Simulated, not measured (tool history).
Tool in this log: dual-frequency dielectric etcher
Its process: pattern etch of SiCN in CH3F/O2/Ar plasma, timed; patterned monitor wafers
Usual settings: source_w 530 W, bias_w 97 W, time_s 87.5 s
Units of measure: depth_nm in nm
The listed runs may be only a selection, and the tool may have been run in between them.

| run | hour | source_w | bias_w | time_s | wafers since the last listed run | hours since the last wet clean | hours since the last source power generator calibration | hours since the last bias power generator calibration | hours since the last upper electrode change | hours since the gauge calibration | read-back reference wafer on the same gauge, depth_nm | depth_nm |
|---|---|---|---|---|---|---|---|---|---|---|---|---|
| 1 | 0 | 530 | 97 | 87.5 | 0 | 420 | 3837.9 | 1813.5 | 2811 | 792.2 | 43.31 | 47.4 |
|  | 53 | wet clean of the chamber |
| 2 | 53.5 | 620 | 109 | 87.5 | 270 | 0.5 | 3891.4 | 1867 | 2864.5 | 845.7 | 43.36 | 52.15 |
| 3 | 108.5 | 620 | 109 | 87.5 | 504 | 55.5 | 3946.4 | 1922 | 2919.5 | 900.7 | 43.33 | 52.93 |
| 4 | 170.1 | 530 | 97 | 87.5 | 564 | 117.1 | 4008 | 1983.6 | 2981.1 | 962.3 | 43.48 | 47.31 |
| 5 | 225.7 | 530 | 97 | 87.5 | 509 | 172.7 | 4063.6 | 2039.2 | 3036.7 | 1017.9 | 43.48 | 47.06 |
|  | 271.8 | source power generator calibrated |
| 6 | 274.5 | 530 | 79 | 87.5 | 410 | 221.5 | 2.7 | 2088 | 3085.5 | 1066.7 | 43.64 | 44.14 |
|  | 467.7 | wet clean of the chamber |
| 7 | 468.2 | 530 | 79 | 87.5 | 1555 | 0.5 | 196.4 | 2281.7 | 3279.2 | 1260.4 | 43.71 | 44.71 |
| 8 | 497.9 | 530 | 97 | 87.5 | 272 | 30.2 | 226.1 | 2311.4 | 3308.9 | 1290.1 | 43.91 | 48.55 |
| 9 | 525.6 | 530 | 97 | 87.5 | 253 | 57.9 | 253.8 | 2339.1 | 3336.6 | 1317.8 | 43.76 | 48.08 |
|  | 578.9 | upper electrode replaced |
| 10 | 579.4 | 530 | 97 | 87.5 | 273 | 111.7 | 307.6 | 2392.9 | 0.5 | 1371.6 | 43.75 | 47.81 |
| 11 | 643.8 | 600 | 110 | 110 | 590 | 176.1 | 372 | 2457.3 | 64.9 | 1436 | 43.88 | 65.31 |
| 12 | 690.4 | 530 | 79 | 87.5 | 427 | 222.7 | 418.6 | 2503.9 | 111.5 | 1482.6 | 43.81 | 45.13 |
| 13 | 718.4 | 400 | 113 | 87.5 | 256 | 250.7 | 446.6 | 2531.9 | 139.5 | 1510.6 | 43.79 | 45.55 |
| 14 | 752.3 | 530 | 97 | 80.5 | 310 | 284.6 | 480.5 | 2565.8 | 173.4 | 1544.5 | 43.74 | 44.49 |
|  | 833.2 | wet clean of the chamber |
| 15 | 833.7 | 500 | 97 | 87.5 | 526 | 0.5 | 561.9 | 2647.2 | 254.8 | 1625.9 | 43.87 | 47.25 |
| 16 | 844.7 | 530 | 97 | 87.5 | 100 | 11.5 | 572.9 | 2658.2 | 265.8 | 1636.9 | 43.86 | 48.06 |
|  | 874.5 | gauge calibrated |
| 17 | 943.5 | 590 | 97 | 87.5 | 905 | 110.3 | 671.7 | 2757 | 364.6 | 69 | 41.43 | 47.1 |

Predict the results of run 18:
| 18 | 983.6 | 570 | 97 | 87.5 | 367 | 150.4 | 711.8 | 2797.1 | 404.7 | 109.1 | ? | ? |

{"run 18": {"read-back reference wafer on the same gauge, depth_nm": 41.56, "depth_nm": 46.33}}
On a tool with no hidden condition, and with the same random variation, this run would have come out at depth_nm 45.91 nm.

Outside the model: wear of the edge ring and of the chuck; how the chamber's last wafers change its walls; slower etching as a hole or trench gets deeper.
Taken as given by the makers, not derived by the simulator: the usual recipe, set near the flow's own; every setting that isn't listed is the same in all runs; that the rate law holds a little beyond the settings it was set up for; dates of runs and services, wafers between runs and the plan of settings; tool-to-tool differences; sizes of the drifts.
